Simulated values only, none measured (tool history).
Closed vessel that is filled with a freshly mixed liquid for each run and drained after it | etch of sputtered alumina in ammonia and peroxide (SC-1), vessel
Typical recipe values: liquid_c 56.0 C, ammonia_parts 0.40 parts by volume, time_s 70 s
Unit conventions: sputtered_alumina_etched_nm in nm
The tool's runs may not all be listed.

run,hour,liquid_c,ammonia_parts,time_s,"read-back film thickness of the sputtered alumina reference wafer, read on the same gauge (nm)",sputtered_alumina_etched_nm
1,0.0,61.0,0.40,70,59.982,6.848
2,28.5,56.0,0.50,70,59.978,5.415
3,50.2,56.0,0.50,70,59.998,5.418
4,69.3,56.0,0.50,70,60.031,5.411
5,96.6,56.0,0.40,55,60.027,4.191
# hour 117.3: new drum of ammonia solution connected
6,120.6,56.0,0.40,55,60.010,4.185
# hour 138.3: gauge calibrated
7,150.5,56.0,0.40,55,59.989,4.184
# hour 175.7: thermometer replaced
# hour 178.3: ammonia flow meter replaced
8,181.2,50.0,0.25,70,60.012,3.357
9,194.3,56.0,0.40,70,60.009,4.791
10,219.3,56.0,0.40,70,60.022,4.815
11,238.1,52.0,0.40,70,59.986,3.924
12,259.8,56.0,0.40,45,60.008,3.099
13,272.1,63.0,0.25,35,60.003,3.301
14,285.6,52.5,0.60,70,59.991,4.140
15,306.5,60.5,0.30,45,59.993,3.834
# hour 308.6: new drum of ammonia solution connected
16,322.9,56.0,0.25,40,60.012,2.639
17,355.1,60.5,0.30,45,59.998,3.819
# hour 366.7: gauge calibrated
18,371.1,65.0,0.35,45,60.010,4.883

Each row is a separate what-if for the run after 18, all from the same tool condition, not one after another. Results?
A,371.8,56.0,0.30,70,?,?
B,371.8,46.0,0.40,70,?,?
C,371.8,56.0,0.25,70,?,?
D,371.8,65.0,0.25,40,?,?

run,"read-back film thickness of the sputtered alumina reference wafer, read on the same gauge (nm)",sputtered_alumina_etched_nm
A,60.012,4.723
B,60.012,2.816
C,60.012,4.642
D,60.012,4.198
What these runs would have given with no unlogged condition in the tool:
run,sputtered_alumina_etched_nm
A,4.576
B,2.723
C,4.498
D,4.075
